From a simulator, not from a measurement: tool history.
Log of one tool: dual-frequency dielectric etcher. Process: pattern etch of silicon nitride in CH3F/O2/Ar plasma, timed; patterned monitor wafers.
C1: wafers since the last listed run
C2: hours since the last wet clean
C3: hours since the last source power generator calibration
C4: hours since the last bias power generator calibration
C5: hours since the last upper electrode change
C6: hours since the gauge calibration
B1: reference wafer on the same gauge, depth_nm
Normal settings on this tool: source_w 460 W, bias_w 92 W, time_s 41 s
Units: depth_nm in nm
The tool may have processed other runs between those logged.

{"run": 1, "day": 0.0, "source_w": 460, "bias_w": 92, "time_s": 41, "C1": 0, "C2": 207.5, "C3": 3560.9, "C4": 1900.2, "C5": 2142.3, "C6": 248.9, "B1": 31.51, "depth_nm": 33.82}
{"run": 2, "day": 0.583, "source_w": 460, "bias_w": 92, "time_s": 41, "C1": 188, "C2": 221.5, "C3": 3574.9, "C4": 1914.2, "C5": 2156.3, "C6": 262.9, "B1": 31.64, "depth_nm": 33.82}
{"run": 3, "day": 1.6, "source_w": 460, "bias_w": 92, "time_s": 41, "C1": 328, "C2": 245.9, "C3": 3599.3, "C4": 1938.6, "C5": 2180.7, "C6": 287.3, "B1": 31.59, "depth_nm": 33.66}
{"run": 4, "day": 2.158, "source_w": 460, "bias_w": 92, "time_s": 41, "C1": 180, "C2": 259.3, "C3": 3612.7, "C4": 1952, "C5": 2194.1, "C6": 300.7, "B1": 31.64, "depth_nm": 33.55}
{"run": 5, "day": 2.925, "source_w": 460, "bias_w": 92, "time_s": 41, "C1": 247, "C2": 277.7, "C3": 3631.1, "C4": 1970.4, "C5": 2212.5, "C6": 319.1, "B1": 31.59, "depth_nm": 33.89}
{"run": 6, "day": 4.4, "source_w": 460, "bias_w": 92, "time_s": 41, "C1": 476, "C2": 313.1, "C3": 3666.5, "C4": 2005.8, "C5": 2247.9, "C6": 354.5, "B1": 31.6, "depth_nm": 33.67}
{"run": 7, "day": 5.646, "source_w": 460, "bias_w": 92, "time_s": 41, "C1": 402, "C2": 343, "C3": 3696.4, "C4": 2035.7, "C5": 2277.8, "C6": 384.4, "B1": 31.61, "depth_nm": 33.88}
{"day": 7.675, "done": "upper electrode replaced"}
{"run": 8, "day": 7.696, "source_w": 460, "bias_w": 92, "time_s": 41, "C1": 339, "C2": 392.2, "C3": 3745.6, "C4": 2084.9, "C5": 0.5, "C6": 433.6, "B1": 31.53, "depth_nm": 34.12}
{"run": 9, "day": 10.208, "source_w": 460, "bias_w": 92, "time_s": 41, "C1": 811, "C2": 452.5, "C3": 3805.9, "C4": 2145.2, "C5": 60.8, "C6": 493.9, "B1": 31.58, "depth_nm": 34.13}
{"run": 10, "day": 11.233, "source_w": 460, "bias_w": 92, "time_s": 41, "C1": 330, "C2": 477.1, "C3": 3830.5, "C4": 2169.8, "C5": 85.4, "C6": 518.5, "B1": 31.65, "depth_nm": 34.27}
{"run": 11, "day": 11.933, "source_w": 460, "bias_w": 92, "time_s": 41, "C1": 226, "C2": 493.9, "C3": 3847.3, "C4": 2186.6, "C5": 102.2, "C6": 535.3, "B1": 31.56, "depth_nm": 34.12}
{"run": 12, "day": 12.8, "source_w": 460, "bias_w": 92, "time_s": 41, "C1": 279, "C2": 514.7, "C3": 3868.1, "C4": 2207.4, "C5": 123, "C6": 556.1, "B1": 31.57, "depth_nm": 34.46}
{"run": 13, "day": 13.383, "source_w": 550, "bias_w": 109, "time_s": 31, "C1": 188, "C2": 528.7, "C3": 3882.1, "C4": 2221.4, "C5": 137, "C6": 570.1, "B1": 31.58, "depth_nm": 28.06}
{"run": 14, "day": 14.312, "source_w": 460, "bias_w": 92, "time_s": 41, "C1": 300, "C2": 551, "C3": 3904.4, "C4": 2243.7, "C5": 159.3, "C6": 592.4, "B1": 31.63, "depth_nm": 34.52}
{"day": 19.046, "done": "wet clean of the chamber"}
{"run": 15, "day": 19.067, "source_w": 460, "bias_w": 92, "time_s": 41, "C1": 1212, "C2": 0.5, "C3": 4018.5, "C4": 2357.8, "C5": 273.4, "C6": 706.5, "B1": 31.56, "depth_nm": 33.31}
{"run": 16, "day": 19.9, "source_w": 550, "bias_w": 92, "time_s": 41, "C1": 269, "C2": 20.5, "C3": 4038.5, "C4": 2377.8, "C5": 293.4, "C6": 726.5, "B1": 31.64, "depth_nm": 34.25}
{"run": 17, "day": 21.175, "source_w": 460, "bias_w": 92, "time_s": 50, "C1": 411, "C2": 51.1, "C3": 4069.1, "C4": 2408.4, "C5": 324, "C6": 757.1, "B1": 31.58, "depth_nm": 40.69}
{"day": 21.896, "done": "gauge calibrated"}
{"run": 18, "day": 22.112, "source_w": 500, "bias_w": 102, "time_s": 32.5, "C1": 302, "C2": 73.6, "C3": 4091.6, "C4": 2430.9, "C5": 346.5, "C6": 5.2, "B1": 31.65, "depth_nm": 27.49}
{"run": 19, "day": 22.708, "source_w": 490, "bias_w": 70, "time_s": 34, "C1": 192, "C2": 87.9, "C3": 4105.9, "C4": 2445.2, "C5": 360.8, "C6": 19.5, "B1": 31.63, "depth_nm": 26.27}
{"run": 20, "day": 23.975, "source_w": 350, "bias_w": 92, "time_s": 33.5, "C1": 408, "C2": 118.3, "C3": 4136.3, "C4": 2475.6, "C5": 391.2, "C6": 49.9, "B1": 31.69, "depth_nm": 26.08}
{"day": 25.542, "done": "bias power generator calibrated"}
{"run": 21, "day": 25.562, "source_w": 380, "bias_w": 76, "time_s": 49, "C1": 458, "C2": 156.4, "C3": 4174.4, "C4": 0.5, "C5": 429.3, "C6": 88, "B1": 31.58, "depth_nm": 37.05}
{"day": 25.775, "done": "source power generator calibrated"}
{"run": 22, "day": 26.029, "source_w": 460, "bias_w": 92, "time_s": 41, "C1": 96, "C2": 167.6, "C3": 6.1, "C4": 11.7, "C5": 440.5, "C6": 99.2, "B1": 31.64, "depth_nm": 33.55}
{"run": 23, "day": 27.029, "source_w": 460, "bias_w": 79, "time_s": 41, "C1": 322, "C2": 191.6, "C3": 30.1, "C4": 35.7, "C5": 464.5, "C6": 123.2, "B1": 31.64, "depth_nm": 32.55}
{"run": 24, "day": 28.242, "source_w": 460, "bias_w": 92, "time_s": 41, "C1": 391, "C2": 220.7, "C3": 59.2, "C4": 64.8, "C5": 493.6, "C6": 152.3, "B1": 31.69, "depth_nm": 33.94}
{"run": 25, "day": 29.717, "source_w": 460, "bias_w": 105, "time_s": 41, "C1": 476, "C2": 256.1, "C3": 94.6, "C4": 100.2, "C5": 529, "C6": 187.7, "B1": 31.58, "depth_nm": 35.2}
{"run": 26, "day": 30.688, "source_w": 550, "bias_w": 109, "time_s": 31, "C1": 313, "C2": 279.4, "C3": 117.9, "C4": 123.5, "C5": 552.3, "C6": 211, "B1": 31.54, "depth_nm": 27.71}
{"run": 27, "day": 31.488, "source_w": 380, "bias_w": 92, "time_s": 50.5, "C1": 258, "C2": 298.6, "C3": 137.1, "C4": 142.7, "C5": 571.5, "C6": 230.2, "B1": 31.65, "depth_nm": 40.72}
{"run": 28, "day": 32.667, "source_w": 430, "bias_w": 92, "time_s": 35, "C1": 380, "C2": 326.9, "C3": 165.4, "C4": 171, "C5": 599.8, "C6": 258.5, "B1": 31.58, "depth_nm": 28.78}
{"run": 29, "day": 33.783, "source_w": 460, "bias_w": 113, "time_s": 35, "C1": 360, "C2": 353.7, "C3": 192.2, "C4": 197.8, "C5": 626.6, "C6": 285.3, "B1": 31.5, "depth_nm": 30.87}
{"run": 30, "day": 35.083, "source_w": 490, "bias_w": 113, "time_s": 47, "C1": 419, "C2": 384.9, "C3": 223.4, "C4": 229, "C5": 657.8, "C6": 316.5, "B1": 31.61, "depth_nm": 41.53}
{"run": 31, "day": 36.362, "source_w": 460, "bias_w": 92, "time_s": 33, "C1": 413, "C2": 415.6, "C3": 254.1, "C4": 259.7, "C5": 688.5, "C6": 347.2, "B1": 31.65, "depth_nm": 27.58}

Branching from run 31: 3 alternative next runs. What would each branch give?
{"run": "A", "day": 36.379, "source_w": 460, "bias_w": 92, "time_s": 41, "C1": 5, "C2": 416, "C3": 254.5, "C4": 260.1, "C5": 688.9, "C6": 347.6, "B1": "?", "depth_nm": "?"}
{"run": "B", "day": 36.379, "source_w": 460, "bias_w": 69, "time_s": 51, "C1": 5, "C2": 416, "C3": 254.5, "C4": 260.1, "C5": 688.9, "C6": 347.6, "B1": "?", "depth_nm": "?"}
{"run": "C", "day": 36.379, "source_w": 540, "bias_w": 78, "time_s": 48, "C1": 5, "C2": 416, "C3": 254.5, "C4": 260.1, "C5": 688.9, "C6": 347.6, "B1": "?", "depth_nm": "?"}

run=A B1=31.6 depth_nm=34.25
run=B B1=31.6 depth_nm=39.92
run=C B1=31.6 depth_nm=39.82
With no hidden state in the tool, these same runs would have given:
run=A depth_nm=33.32
run=B depth_nm=38.84
run=C depth_nm=38.74
